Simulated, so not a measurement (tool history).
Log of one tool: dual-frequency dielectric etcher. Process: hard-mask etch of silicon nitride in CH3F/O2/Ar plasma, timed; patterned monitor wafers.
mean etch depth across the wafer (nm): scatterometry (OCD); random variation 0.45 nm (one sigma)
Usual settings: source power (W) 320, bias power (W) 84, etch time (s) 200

run	hour	source power (W)	bias power (W)	etch time (s)	wafers since the last listed run	hours since the last wet clean	hours since the last source power generator calibration	hours since the last bias power generator calibration	hours since the last upper electrode change	hours since the gauge calibration	read-back reference wafer on the same gauge, depth_nm	mean etch depth across the wafer (nm)
1	0	320	84	200	0	547.5	2195.1	2560.2	3580.4	356.8	135.9	143
# hour 14.8: wet clean of the chamber
2	65.5	320	84	200	322	50.7	2260.6	2625.7	3645.9	422.3	136	142.1
3	121.2	320	84	200	354	106.4	2316.3	2681.4	3701.6	478	136	142.2
4	157.1	320	84	200	228	142.3	2352.2	2717.3	3737.5	513.9	135.9	143.8
5	211.3	320	98	200	344	196.5	2406.4	2771.5	3791.7	568.1	136	150.1
6	248.3	320	79	200	235	233.5	2443.4	2808.5	3828.7	605.1	135.9	140.1
7	290.8	320	79	200	270	276	2485.9	2851	3871.2	647.6	136.1	140.4
8	344.3	280	84	200	340	329.5	2539.4	2904.5	3924.7	701.1	136	136.5
9	394.2	320	93	200	317	379.4	2589.3	2954.4	3974.6	751	136	147.3
10	424.9	320	84	153.5	195	410.1	2620	2985.1	4005.3	781.7	136	109.1
11	460	350	84	200	223	445.2	2655.1	3020.2	4040.4	816.8	136	146.6
12	510.8	320	84	200	322	496	2705.9	3071	4091.2	867.6	136	142.9
13	550.8	320	84	200	254	536	2745.9	3111	4131.2	907.6	136	143
14	608.4	320	84	200	366	593.6	2803.5	3168.6	4188.8	965.2	136	142.7
# hour 682.9: wet clean of the chamber
# hour 689.6: upper electrode replaced
15	813.2	390	74	235	1106	130.3	3008.3	3373.4	123.6	1170	136	171.5
16	882.5	320	84	200	440	199.6	3077.6	3442.7	192.9	1239.3	135.9	142.3
17	909.6	270	75	200	172	226.7	3104.7	3469.8	220	1266.4	136	131.3
18	936.6	270	84	200	171	253.7	3131.7	3496.8	247	1293.4	136	136.4
# hour 958.7: bias power generator calibrated
19	1006.5	300	84	220.5	418	323.6	3201.6	47.8	316.9	1363.3	136	154.8
20	1037.7	250	63	200	198	354.8	3232.8	79	348.1	1394.5	136	122.3
21	1070.8	360	73	166	210	387.9	3265.9	112.1	381.2	1427.6	136	117.5
# hour 1104.1: source power generator calibrated
22	1104.6	320	84	200	189	421.7	0.5	145.9	415	1461.4	136	142.4
# hour 1126.2: gauge calibrated
23	1147.7	290	67	232.5	273	464.8	43.6	189	458.1	21.5	135.9	150.4
24	1194.3	320	96	167	296	511.4	90.2	235.6	504.7	68.1	135.9	124.7
# hour 1236: wet clean of the chamber
25	1249.9	260	98	200	200	13.9	145.8	291.2	560.3	123.7	136	142.3
26	1306.5	320	84	200	359	70.5	202.4	347.8	616.9	180.3	136	142.6
27	1338.4	300	84	200	202	102.4	234.3	379.7	648.8	212.2	136.1	140.1
28	1409.4	360	93	258	451	173.4	305.3	450.7	719.8	283.2	136	195
29	1436.5	390	98	200	172	200.5	332.4	477.8	746.9	310.3	135.9	158.7

4 ways to go on from here, each from the tool as it stands after run 29. What would each give?
A	1437	320	99	200	3	201	332.9	478.3	747.4	310.8	?	?
B	1437	320	65	200	3	201	332.9	478.3	747.4	310.8	?	?
C	1437	260	65	200	3	201	332.9	478.3	747.4	310.8	?	?
D	1437	320	93	159	3	201	332.9	478.3	747.4	310.8	?	?

run	read-back reference wafer on the same gauge, depth_nm	mean etch depth across the wafer (nm)
A	136	150.9
B	136	132.7
C	136	125.3
D	136	117.6
Without the tool's hidden state the same runs would have given:
run	mean etch depth across the wafer (nm)
A	150.9
B	132.7
C	125.3
D	117.6
